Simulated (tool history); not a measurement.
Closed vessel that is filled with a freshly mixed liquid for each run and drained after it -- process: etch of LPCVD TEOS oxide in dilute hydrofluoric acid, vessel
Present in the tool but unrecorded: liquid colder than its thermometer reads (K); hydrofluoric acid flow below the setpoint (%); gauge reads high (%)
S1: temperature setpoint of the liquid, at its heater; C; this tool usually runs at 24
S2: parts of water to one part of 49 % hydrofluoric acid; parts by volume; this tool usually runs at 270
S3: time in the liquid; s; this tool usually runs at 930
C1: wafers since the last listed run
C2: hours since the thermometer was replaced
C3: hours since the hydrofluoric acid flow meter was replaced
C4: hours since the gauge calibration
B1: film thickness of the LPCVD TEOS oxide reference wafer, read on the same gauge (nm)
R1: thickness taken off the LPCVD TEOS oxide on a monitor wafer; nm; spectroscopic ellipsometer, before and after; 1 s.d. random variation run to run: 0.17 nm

run   hour    S1   S2    S3    C1     C2      C3     C4     B1      R1
  1      0    24  340   930     0  617.1  1176.2  148.4  50.02   30.97
  2   99.2    24  270   930  7797  716.3  1275.4  247.6  49.98   41.42
  3  142.8    24  270   930  3427  759.9    1319  291.2     50   41.24
  4    159    24  270   930  1273  776.1  1335.2  307.4  49.98   41.26
  5  184.9    22  270   930  2035    802  1361.1  333.3     50   37.86
  6    213    24  270  1225  2208  830.1  1389.2  361.4  49.99   53.92
  7    242    24  270  1225  2279  859.1  1418.2  390.4  50.03   53.45
  8  275.6    24  270   930  2641  892.7  1451.8    424  49.98   40.81
  9  296.1    24  270   930  1611  913.2  1472.3  444.5  49.98   40.82
     312.9  -- thermometer replaced
 10  323.5    24  270   930  2075   10.6  1499.7  471.9  49.98   42.48
 11  344.1    24  270   930  1619   31.2  1520.3  492.5  49.98   42.59
 12  366.1    27  270   930  1729   53.2  1542.3  514.5  50.06   47.03
 13  401.1    24  270   930  2751   88.2  1577.3  549.5  49.99    42.2
     408.9  -- hydrofluoric acid flow meter replaced
 14  425.8    24  270   930  1862  112.9    16.9  574.2     50   43.77
 15  461.4    26  185  1140  2798  148.5    52.5  609.8     50   92.45
 16  481.4    20  370   930  1572  168.5    72.5  629.8  49.97   25.32
 17  512.1  28.5  230  1165  2413  199.2   103.2  660.5  49.98   78.22
 18    529  26.5  270   930  1328  216.1   120.1  677.4  49.98   47.65
     539.8  -- gauge calibrated
 19  551.4    24  270   930  1760  238.5   142.5   11.6  49.96   43.33
 20  584.1    22  270   930  2570  271.2   175.2   44.3  49.96   40.22
 21    599  25.5  230  1315  1171  286.1   190.1   59.2  49.96   78.98
 22  625.4    20  370   780  2075  312.5   216.5   85.6  49.99   20.99
 23  660.5  22.5  385   760  2759  347.6   251.6  120.7  50.02   21.17
 24  684.2  28.5  365   930  1862  371.3   275.3  144.4  50.01   33.74
 25  718.3    24  270   930  2680  405.4   309.4  178.5  50.01   42.98
 26  731.2  19.5  365   930  1014  418.3   322.3  191.4  49.97   24.77
 27  761.9    24  270   930  2413    449     353  222.1     50   42.78
 28  842.8  28.5  170  1280  6359  529.9   433.9    303     50  121.94
 29  875.3  20.5  400   930  2554  562.4   466.4  335.5     50   22.52

The logged runs with the hidden state left out (each run's random variation unchanged):
run      R1
  1      33
  2    44.5
  3   44.45
  4   44.54
  5   40.99
  6   58.46
  7   58.07
  8   44.46
  9   44.53
 10   44.18
 11   44.37
 12   49.09
 13   44.16
 14   44.33
 15   93.94
 16   25.76
 17   79.72
 18   48.62
 19    44.3
 20   41.26
 21   81.08
 22   21.59
 23   21.82
 24   34.78
 25   44.54
 26    25.7
 27   44.48
 28  127.59
 29   23.61
